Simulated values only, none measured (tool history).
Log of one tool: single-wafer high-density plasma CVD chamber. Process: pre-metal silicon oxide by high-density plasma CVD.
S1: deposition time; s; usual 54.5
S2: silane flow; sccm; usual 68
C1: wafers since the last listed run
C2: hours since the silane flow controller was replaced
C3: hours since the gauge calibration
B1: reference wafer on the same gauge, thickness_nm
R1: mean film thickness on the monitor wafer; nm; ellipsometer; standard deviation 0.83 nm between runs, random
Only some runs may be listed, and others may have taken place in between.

Run 1, day 0.000: usual settings; C1 0; C2 1571.3; C3 986.4; B1 438.370. Result: R1 384.179 nm.
Run 2, day 0.708: usual settings; C1 453; C2 1588.3; C3 1003.4; B1 437.586. Result: R1 385.289 nm.
Run 3, day 1.588: usual settings; C1 563; C2 1609.4; C3 1024.5; B1 438.032. Result: R1 385.277 nm.
Run 4, day 2.208: usual settings; C1 397; C2 1624.3; C3 1039.4; B1 437.805. Result: R1 385.064 nm.
Run 5, day 3.829: usual settings but S1 58.6 s, S2 63 sccm; C1 1038; C2 1663.2; C3 1078.3; B1 437.731. Result: R1 382.786 nm.
Run 6, day 7.217: usual settings but S1 58.6 s, S2 63 sccm; C1 2170; C2 1744.5; C3 1159.6; B1 438.067. Result: R1 382.726 nm.
Run 7, day 8.079: usual settings; C1 552; C2 1765.2; C3 1180.3; B1 437.820. Result: R1 383.788 nm.
Run 8, day 9.012: usual settings; C1 598; C2 1787.6; C3 1202.7; B1 437.931. Result: R1 383.697 nm.
Run 9, day 10.192: usual settings; C1 755; C2 1815.9; C3 1231.0; B1 437.919. Result: R1 384.646 nm.
Run 10, day 11.442: usual settings; C1 801; C2 1845.9; C3 1261.0; B1 438.510. Result: R1 382.603 nm.
Run 11, day 12.167: usual settings; C1 464; C2 1863.3; C3 1278.4; B1 438.078. Result: R1 383.190 nm.
Run 12, day 13.133: usual settings; C1 619; C2 1886.5; C3 1301.6; B1 437.954. Result: R1 383.466 nm.
Run 13, day 14.579: usual settings but S1 48.5 s; C1 926; C2 1921.2; C3 1336.3; B1 437.539. Result: R1 340.267 nm.
Run 14, day 15.779: usual settings but S1 48.5 s; C1 769; C2 1950.0; C3 1365.1; B1 438.171. Result: R1 340.844 nm.
Run 15, day 16.892: usual settings but S1 58.8 s; C1 712; C2 1976.7; C3 1391.8; B1 438.571. Result: R1 412.376 nm.
Run 16, day 17.662: usual settings but S1 58.8 s; C1 494; C2 1995.2; C3 1410.3; B1 437.652. Result: R1 412.902 nm.
Run 17, day 18.342: usual settings; C1 435; C2 2011.5; C3 1426.6; B1 438.130. Result: R1 382.560 nm.
Run 18, day 19.667: usual settings; C1 849; C2 2043.3; C3 1458.4; B1 438.403. Result: R1 382.718 nm.
Run 19, day 20.779: usual settings; C1 712; C2 2070.0; C3 1485.1; B1 437.592. Result: R1 381.823 nm.
Run 20, day 21.679: usual settings; C1 576; C2 2091.6; C3 1506.7; B1 438.363. Result: R1 382.458 nm.
Run 21, day 22.488: usual settings; C1 518; C2 2111.0; C3 1526.1; B1 438.207. Result: R1 381.047 nm.
Run 22, day 23.029: usual settings but S2 77 sccm; C1 347; C2 2124.0; C3 1539.1; B1 438.185. Result: R1 432.709 nm.
Run 23, day 24.054: usual settings but S1 61.6 s, S2 78 sccm; C1 656; C2 2148.6; C3 1563.7; B1 438.201. Result: R1 493.616 nm.
At day 24.100: gauge calibrated.
Run 24, day 24.762: usual settings but S1 48.0 s, S2 61 sccm; C1 453; C2 2165.6; C3 15.9; B1 438.341. Result: R1 302.093 nm.
Run 25, day 28.242: usual settings; C1 2229; C2 2249.1; C3 99.4; B1 437.840. Result: R1 382.021 nm.
Run 26, day 32.517: usual settings but S1 58.5 s, S2 57 sccm; C1 2739; C2 2351.7; C3 202.0; B1 437.909. Result: R1 342.278 nm.
Run 27, day 36.550: usual settings but S1 62.2 s, S2 74 sccm; C1 2584; C2 2448.5; C3 298.8; B1 438.173. Result: R1 472.572 nm.
Run 28, day 40.825: usual settings but S1 48.3 s, S2 59 sccm; C1 2739; C2 2551.1; C3 401.4; B1 438.117. Result: R1 292.859 nm.
Run 29, day 41.625: usual settings but S1 65.2 s, S2 60 sccm; C1 512; C2 2570.3; C3 420.6; B1 438.051. Result: R1 400.070 nm.
Run 30, day 44.300: usual settings but S1 65.1 s; C1 1714; C2 2634.5; C3 484.8; B1 437.982. Result: R1 454.370 nm.
At day 45.004: silane flow controller replaced.
Run 31, day 48.112: usual settings but S1 57.5 s; C1 2229; C2 74.6; C3 576.3; B1 438.036. Result: R1 415.812 nm.
Run 32, day 48.829: usual settings but S1 58.9 s, S2 76 sccm; C1 459; C2 91.8; C3 593.5; B1 438.344. Result: R1 473.211 nm.
Run 33, day 49.938: usual settings but S1 47.9 s, S2 62 sccm; C1 710; C2 118.4; C3 620.1; B1 437.943. Result: R1 314.257 nm.
Run 34, day 50.900: usual settings but S1 48.2 s, S2 74 sccm; C1 616; C2 141.5; C3 643.2; B1 438.382. Result: R1 377.777 nm.
Run 35, day 52.258: usual settings but S1 45.0 s, S2 56 sccm; C1 870; C2 174.1; C3 675.8; B1 438.093. Result: R1 266.857 nm.
Run 36, day 52.983: usual settings but S1 62.9 s, S2 74 sccm; C1 464; C2 191.5; C3 693.2; B1 438.085. Result: R1 493.236 nm.
Run 37, day 53.800: usual settings but S2 60 sccm; C1 523; C2 211.1; C3 712.8; B1 437.769. Result: R1 343.949 nm.
Run 38, day 54.600: usual settings; C1 512; C2 230.3; C3 732.0; B1 437.626. Result: R1 393.138 nm.
Run 39, day 55.483: usual settings but S1 64.4 s, S2 80 sccm; C1 566; C2 251.5; C3 753.2; B1 438.130. Result: R1 542.910 nm.
Run 40, day 56.217: usual settings; C1 469; C2 269.1; C3 770.8; B1 438.059. Result: R1 392.065 nm.
Run 41, day 57.629: usual settings but S2 63 sccm; C1 905; C2 303.0; C3 804.7; B1 437.872. Result: R1 360.798 nm.
Run 42, day 59.021: usual settings; C1 891; C2 336.4; C3 838.1; B1 437.928. Result: R1 391.879 nm.
Run 43, day 62.588: usual settings but S1 60.6 s, S2 60 sccm; C1 2285; C2 422.0; C3 923.7; B1 438.048. Result: R1 384.441 nm.
Run 44, day 63.908: usual settings; C1 846; C2 453.7; C3 955.4; B1 438.198. Result: R1 390.419 nm.

What the log doesn't show, run by run:
gauge reads high (%): 0 in every run
H1: delivered silane flow above the setpoint (%)
run       H1
  1    -2.03
  2    -2.05
  3    -2.08
  4     -2.1
  5    -2.16
  6    -2.27
  7     -2.3
  8    -2.34
  9    -2.38
 10    -2.42
 11    -2.45
 12    -2.48
 13    -2.53
 14    -2.57
 15    -2.61
 16    -2.63
 17    -2.66
 18     -2.7
 19    -2.74
 20    -2.77
 21     -2.8
 22    -2.82
 23    -2.85
 24    -2.88
 25       -3
 26    -3.15
 27    -3.29
 28    -3.43
 29    -3.46
 30    -3.55
 31  -0.0606
 32  -0.0852
 33   -0.123
 34   -0.157
 35   -0.203
 36   -0.228
 37   -0.256
 38   -0.284
 39   -0.314
 40    -0.34
 41   -0.388
 42   -0.436
 43   -0.559
 44   -0.605
